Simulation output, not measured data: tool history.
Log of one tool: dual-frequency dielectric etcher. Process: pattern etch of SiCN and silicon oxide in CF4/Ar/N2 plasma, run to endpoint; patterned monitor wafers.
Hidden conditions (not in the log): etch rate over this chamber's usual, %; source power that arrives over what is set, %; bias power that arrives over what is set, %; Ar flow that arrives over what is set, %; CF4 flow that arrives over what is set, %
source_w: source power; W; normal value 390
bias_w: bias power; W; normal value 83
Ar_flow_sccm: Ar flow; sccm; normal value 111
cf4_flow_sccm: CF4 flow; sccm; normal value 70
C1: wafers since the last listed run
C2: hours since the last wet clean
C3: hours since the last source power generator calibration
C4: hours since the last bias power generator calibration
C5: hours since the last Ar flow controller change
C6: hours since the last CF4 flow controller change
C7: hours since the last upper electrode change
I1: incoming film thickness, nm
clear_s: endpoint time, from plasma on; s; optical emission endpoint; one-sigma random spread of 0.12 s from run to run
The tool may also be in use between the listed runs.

run 1 hour=0 | source_w=390 bias_w=83 Ar_flow_sccm=111 cf4_flow_sccm=70 | C1=0 C2=253.4 C3=2278.5 C4=3394.7 C5=1137.9 C6=4897.4 C7=4647.5 | I1=14.06 | clear_s=16.8
run 2 hour=64 | source_w=390 bias_w=83 Ar_flow_sccm=111 cf4_flow_sccm=70 | C1=561 C2=317.4 C3=2342.5 C4=3458.7 C5=1201.9 C6=4961.4 C7=4711.5 | I1=14 | clear_s=16.6
run 3 hour=103.9 | source_w=390 bias_w=83 Ar_flow_sccm=111 cf4_flow_sccm=70 | C1=349 C2=357.3 C3=2382.4 C4=3498.6 C5=1241.8 C6=5001.3 C7=4751.4 | I1=14.06 | clear_s=16.6
run 4 hour=151.9 | source_w=390 bias_w=83 Ar_flow_sccm=111 cf4_flow_sccm=70 | C1=420 C2=405.3 C3=2430.4 C4=3546.6 C5=1289.8 C6=5049.3 C7=4799.4 | I1=14.05 | clear_s=16.5
-- hour=178.2 source power generator calibrated
run 5 hour=180.3 | source_w=390 bias_w=83 Ar_flow_sccm=111 cf4_flow_sccm=70 | C1=213 C2=433.7 C3=2.1 C4=3575 C5=1318.2 C6=5077.7 C7=4827.8 | I1=14 | clear_s=16.3
run 6 hour=210 | source_w=390 bias_w=83 Ar_flow_sccm=111 cf4_flow_sccm=70 | C1=260 C2=463.4 C3=31.8 C4=3604.7 C5=1347.9 C6=5107.4 C7=4857.5 | I1=14.01 | clear_s=16.4
-- hour=277.7 wet clean of the chamber
run 7 hour=278.2 | source_w=390 bias_w=92 Ar_flow_sccm=101 cf4_flow_sccm=70 | C1=387 C2=0.5 C3=100 C4=3672.9 C5=1416.1 C6=5175.6 C7=4925.7 | I1=14.13 | clear_s=16.5
run 8 hour=304.7 | source_w=390 bias_w=83 Ar_flow_sccm=124 cf4_flow_sccm=70 | C1=232 C2=27 C3=126.5 C4=3699.4 C5=1442.6 C6=5202.1 C7=4952.2 | I1=14 | clear_s=17.6
run 9 hour=362.1 | source_w=390 bias_w=83 Ar_flow_sccm=111 cf4_flow_sccm=70 | C1=503 C2=84.4 C3=183.9 C4=3756.8 C5=1500 C6=5259.5 C7=5009.6 | I1=14 | clear_s=17
-- hour=382.2 CF4 flow controller replaced
run 10 hour=404.2 | source_w=390 bias_w=83 Ar_flow_sccm=111 cf4_flow_sccm=70 | C1=316 C2=126.5 C3=226 C4=3798.9 C5=1542.1 C6=22 C7=5051.7 | I1=13.99 | clear_s=17.2
run 11 hour=430.2 | source_w=390 bias_w=83 Ar_flow_sccm=111 cf4_flow_sccm=70 | C1=227 C2=152.5 C3=252 C4=3824.9 C5=1568.1 C6=48 C7=5077.7 | I1=14.14 | clear_s=17.1
run 12 hour=455.4 | source_w=430 bias_w=83 Ar_flow_sccm=111 cf4_flow_sccm=82 | C1=220 C2=177.7 C3=277.2 C4=3850.1 C5=1593.3 C6=73.2 C7=5102.9 | I1=14.21 | clear_s=15.8
run 13 hour=515.3 | source_w=390 bias_w=100 Ar_flow_sccm=138 cf4_flow_sccm=70 | C1=525 C2=237.6 C3=337.1 C4=3910 C5=1653.2 C6=133.1 C7=5162.8 | I1=13.93 | clear_s=16.6
-- hour=635.8 upper electrode replaced
-- hour=688 Ar flow controller replaced
run 14 hour=700 | source_w=390 bias_w=69 Ar_flow_sccm=111 cf4_flow_sccm=75 | C1=1356 C2=422.3 C3=521.8 C4=4094.7 C5=12 C6=317.8 C7=64.2 | I1=13.99 | clear_s=17.5
run 15 hour=739.2 | source_w=330 bias_w=83 Ar_flow_sccm=111 cf4_flow_sccm=83 | C1=343 C2=461.5 C3=561 C4=4133.9 C5=51.2 C6=357 C7=103.4 | I1=13.89 | clear_s=18.1
run 16 hour=765.9 | source_w=390 bias_w=97 Ar_flow_sccm=111 cf4_flow_sccm=79 | C1=234 C2=488.2 C3=587.7 C4=4160.6 C5=77.9 C6=383.7 C7=130.1 | I1=13.97 | clear_s=15.5
run 17 hour=823.1 | source_w=480 bias_w=62 Ar_flow_sccm=111 cf4_flow_sccm=70 | C1=501 C2=545.4 C3=644.9 C4=4217.8 C5=135.1 C6=440.9 C7=187.3 | I1=14.05 | clear_s=15.2
-- hour=860.1 wet clean of the chamber
-- hour=874.1 bias power generator calibrated
run 18 hour=891.9 | source_w=420 bias_w=97 Ar_flow_sccm=111 cf4_flow_sccm=70 | C1=357 C2=31.8 C3=713.7 C4=17.8 C5=203.9 C6=509.7 C7=256.1 | I1=13.9 | clear_s=15.4
run 19 hour=940.6 | source_w=420 bias_w=97 Ar_flow_sccm=111 cf4_flow_sccm=70 | C1=426 C2=80.5 C3=762.4 C4=66.5 C5=252.6 C6=558.4 C7=304.8 | I1=14.06 | clear_s=15.6
run 20 hour=979.1 | source_w=420 bias_w=97 Ar_flow_sccm=111 cf4_flow_sccm=70 | C1=337 C2=119 C3=800.9 C4=105 C5=291.1 C6=596.9 C7=343.3 | I1=14.09 | clear_s=15.4
run 21 hour=1018.9 | source_w=360 bias_w=103 Ar_flow_sccm=131 cf4_flow_sccm=70 | C1=348 C2=158.8 C3=840.7 C4=144.8 C5=330.9 C6=636.7 C7=383.1 | I1=13.97 | clear_s=17.3
run 22 hour=1066.5 | source_w=320 bias_w=97 Ar_flow_sccm=87 cf4_flow_sccm=53 | C1=417 C2=206.4 C3=888.3 C4=192.4 C5=378.5 C6=684.3 C7=430.7 | I1=14 | clear_s=18.3
run 23 hour=1099.6 | source_w=390 bias_w=83 Ar_flow_sccm=111 cf4_flow_sccm=70 | C1=290 C2=239.5 C3=921.4 C4=225.5 C5=411.6 C6=717.4 C7=463.8 | I1=14.12 | clear_s=17
run 24 hour=1125.7 | source_w=390 bias_w=83 Ar_flow_sccm=139 cf4_flow_sccm=70 | C1=228 C2=265.6 C3=947.5 C4=251.6 C5=437.7 C6=743.5 C7=489.9 | I1=14.07 | clear_s=17.7
run 25 hour=1257.5 | source_w=390 bias_w=83 Ar_flow_sccm=127 cf4_flow_sccm=82 | C1=1155 C2=397.4 C3=1079.3 C4=383.4 C5=569.5 C6=875.3 C7=621.7 | I1=14.02 | clear_s=16.8

What the log doesn't show, run by run:
source power that arrives over what is set, %: 0 across all the runs
bias power that arrives over what is set, %: 0 across all the runs
Ar flow that arrives over what is set, %: 0 across all the runs
CF4 flow that arrives over what is set, %: 0 across all the runs
H1: etch rate over this chamber's usual, %
run=1 H1=2.88
run=2 H1=3.48
run=3 H1=3.85
run=4 H1=4.3
run=5 H1=4.57
run=6 H1=4.85
run=7 H1=-0.652
run=8 H1=-0.404
run=9 H1=0.134
run=10 H1=0.528
run=11 H1=0.771
run=12 H1=1.01
run=13 H1=1.57
run=14 H1=3.3
run=15 H1=3.66
run=16 H1=3.91
run=17 H1=4.45
run=18 H1=-0.00584
run=19 H1=0.45
run=20 H1=0.811
run=21 H1=1.18
run=22 H1=1.63
run=23 H1=1.94
run=24 H1=2.18
run=25 H1=3.42
